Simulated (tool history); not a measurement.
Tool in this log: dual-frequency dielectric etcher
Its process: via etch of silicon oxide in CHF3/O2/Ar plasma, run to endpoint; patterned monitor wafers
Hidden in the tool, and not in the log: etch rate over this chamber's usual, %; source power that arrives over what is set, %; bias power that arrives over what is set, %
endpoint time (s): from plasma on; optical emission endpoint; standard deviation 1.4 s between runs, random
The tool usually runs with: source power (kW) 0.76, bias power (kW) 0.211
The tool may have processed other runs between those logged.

run,hour,source power (kW),bias power (kW),wafers since the last listed run,hours since the last wet clean,hours since the last source power generator calibration,hours since the last bias power generator calibration,hours since the last upper electrode change,"incoming incoming film thickness, nm",endpoint time (s)
1,0,0.76,0.211,0,177.8,2581.8,2600.5,2408.9,408.3,188.4
2,65.5,0.76,0.211,203,243.3,2647.3,2666,2474.4,408.9,190.5
# hour 165.4: wet clean of the chamber
3,165.9,0.76,0.211,236,0.5,2747.7,2766.4,2574.8,404.8,188.7
# hour 418.3: upper electrode replaced
4,455.2,0.76,0.211,822,289.8,3037,3055.7,36.9,403.7,186.4
# hour 502: wet clean of the chamber
# hour 514.5: source power generator calibrated
5,554,0.76,0.211,219,52,39.5,3154.5,135.7,410.2,190.7
6,593.3,0.76,0.197,121,91.3,78.8,3193.8,175,403.9,188.6
7,643.5,0.88,0.237,155,141.5,129,3244,225.2,405.2,169
8,692.3,0.66,0.232,151,190.3,177.8,3292.8,274,403.4,199.7
9,747.8,0.68,0.164,172,245.8,233.3,3348.3,329.5,409.4,212.7
# hour 777.6: bias power generator calibrated
10,785.2,0.76,0.211,103,283.2,270.7,7.6,366.9,405.4,186.6
# hour 859: wet clean of the chamber
11,859.5,0.76,0.232,156,0.5,345,81.9,441.2,404.2,182
12,898.9,0.76,0.211,122,39.9,384.4,121.3,480.6,409.7,187.4
13,969.6,0.67,0.211,219,110.6,455.1,192,551.3,405.2,202.8
14,1038.5,0.76,0.258,213,179.5,524,260.9,620.2,405.6,181.4

4 ways to go on from here, each from the tool as it stands after run 14. What would each give?
A,1039,0.76,0.211,1,180,524.5,261.4,620.7,408.7,?
B,1039,0.85,0.26,1,180,524.5,261.4,620.7,408.7,?
C,1039,0.88,0.231,1,180,524.5,261.4,620.7,408.7,?
D,1039,0.84,0.211,1,180,524.5,261.4,620.7,408.7,?

run,endpoint time (s)
A,190.1
B,171.4
C,171.7
D,179.2
With the hidden condition removed and each run's random variation left untouched, the same runs would have given:
run,endpoint time (s)
A,190.1
B,171.4
C,171.7
D,179.2
